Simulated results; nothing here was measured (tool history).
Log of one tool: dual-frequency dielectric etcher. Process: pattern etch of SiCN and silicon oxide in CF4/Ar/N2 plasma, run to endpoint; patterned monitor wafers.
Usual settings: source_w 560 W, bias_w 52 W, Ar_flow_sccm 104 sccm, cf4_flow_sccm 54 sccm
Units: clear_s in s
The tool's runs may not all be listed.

run   hour  source_w  bias_w  Ar_flow_sccm  cf4_flow_sccm  wafers since the last listed run  hours since the last wet clean  hours since the last source power generator calibration  hours since the last bias power generator calibration  hours since the last Ar flow controller change  hours since the last CF4 flow controller change  hours since the last upper electrode change  incoming incoming film thickness, nm  clear_s
  1      0       560      52           104             54                                 0                           557.5                                                   1362.3                                                 3209.6                                          2053.5                                           5410.2                                       2314.3                                 12.46     12.8
  2   10.3       560      52           104             54                               140                           567.8                                                   1372.6                                                 3219.9                                          2063.8                                           5420.5                                       2324.6                                 12.59     12.9
  3   20.8       560      52           104             54                               143                           578.3                                                   1383.1                                                 3230.4                                          2074.3                                             5431                                       2335.1                                 12.57     12.9
  4   29.7       560      55           104             54                               121                           587.2                                                     1392                                                 3239.3                                          2083.2                                           5439.9                                         2344                                 12.54     12.7
  5   36.1       560      55           104             54                                87                           593.6                                                   1398.4                                                 3245.7                                          2089.6                                           5446.3                                       2350.4                                 12.41     12.6
  6   46.6       560      55           104             54                               143                           604.1                                                   1408.9                                                 3256.2                                          2100.1                                           5456.8                                       2360.9                                 12.45     12.6
  7     53       560      52           104             54                                87                           610.5                                                   1415.3                                                 3262.6                                          2106.5                                           5463.2                                       2367.3                                 12.45     12.8
  8   64.3       560      52           120             48                               154                           621.8                                                   1426.6                                                 3273.9                                          2117.8                                           5474.5                                       2378.6                                 12.53     13.3
  9   79.7       560      52           120             48                               210                           637.2                                                     1442                                                 3289.3                                          2133.2                                           5489.9                                         2394                                 12.52     13.4
 10   88.1       560      52           104             54                               114                           645.6                                                   1450.4                                                 3297.7                                          2141.6                                           5498.3                                       2402.4                                 12.38     12.8
        99  -- CF4 flow controller replaced
 11  104.1       690      52           104             54                               136                           661.6                                                   1466.4                                                 3313.7                                          2157.6                                              5.1                                       2418.4                                 12.32     10.4
     124.4  -- Ar flow controller replaced
       130  -- wet clean of the chamber
     140.1  -- upper electrode replaced
 12  140.6       560      60           127             42                               202                            10.6                                                   1502.9                                                 3350.2                                            16.2                                             41.6                                          0.5                                 12.51     12.7
 13  154.3       560      52            95             54                               187                            24.3                                                   1516.6                                                 3363.9                                            29.9                                             55.3                                         14.2                                 12.47     12.4
 14  160.6       560      52           104             54                                86                            30.6                                                   1522.9                                                 3370.2                                            36.2                                             61.6                                         20.5                                 12.54     12.5
 15  167.1       560      42           104             54                                88                            37.1                                                   1529.4                                                 3376.7                                            42.7                                             68.1                                           27                                 12.52     13.4
     179.2  -- bias power generator calibrated
 16  179.7       560      56           104             65                               117                            49.7                                                     1542                                                    0.5                                            55.3                                             80.7                                         39.6                                 12.42       12
 17  186.2       560      60           104             54                                88                            56.2                                                   1548.5                                                      7                                            61.8                                             87.2                                         46.1                                 12.55     12.1
 18  192.5       560      64           104             54                                86                            62.5                                                   1554.8                                                   13.3                                            68.1                                             93.5                                         52.4                                 12.37     11.7
     202.5  -- source power generator calibrated
 19  245.1       470      52            84             67                               663                           115.1                                                     42.6                                                   65.9                                           120.7                                            146.1                                          105                                 12.52     14.2
 20  264.2       560      52           104             54                               260                           134.2                                                     61.7                                                     85                                           139.8                                            165.2                                        124.1                                 12.44     12.6
 21  305.3       660      44           127             64                               561                           175.3                                                    102.8                                                  126.1                                           180.9                                            206.3                                        165.2                                 12.43     11.3

Measured less the same run without the tool's hidden state. The same run-to-run variation is in both; the gauge's scatter may not be:
The hidden state here: etch rate over this chamber's usual, %; source power that arrives over what is set, %; bias power that arrives over what is set, %; Ar flow that arrives over what is set, %; CF4 flow that arrives over what is set, %.
run  clear_s
  1     +0.4
  2     +0.3
  3     +0.3
  4     +0.4
  5     +0.3
  6     +0.4
  7     +0.4
  8     +0.4
  9     +0.4
 10     +0.4
 11     +0.3
 12       +0
 13     +0.1
 14     +0.1
 15     +0.1
 16     +0.1
 17     +0.1
 18     +0.1
 19     +0.1
 20     +0.1
 21     +0.1

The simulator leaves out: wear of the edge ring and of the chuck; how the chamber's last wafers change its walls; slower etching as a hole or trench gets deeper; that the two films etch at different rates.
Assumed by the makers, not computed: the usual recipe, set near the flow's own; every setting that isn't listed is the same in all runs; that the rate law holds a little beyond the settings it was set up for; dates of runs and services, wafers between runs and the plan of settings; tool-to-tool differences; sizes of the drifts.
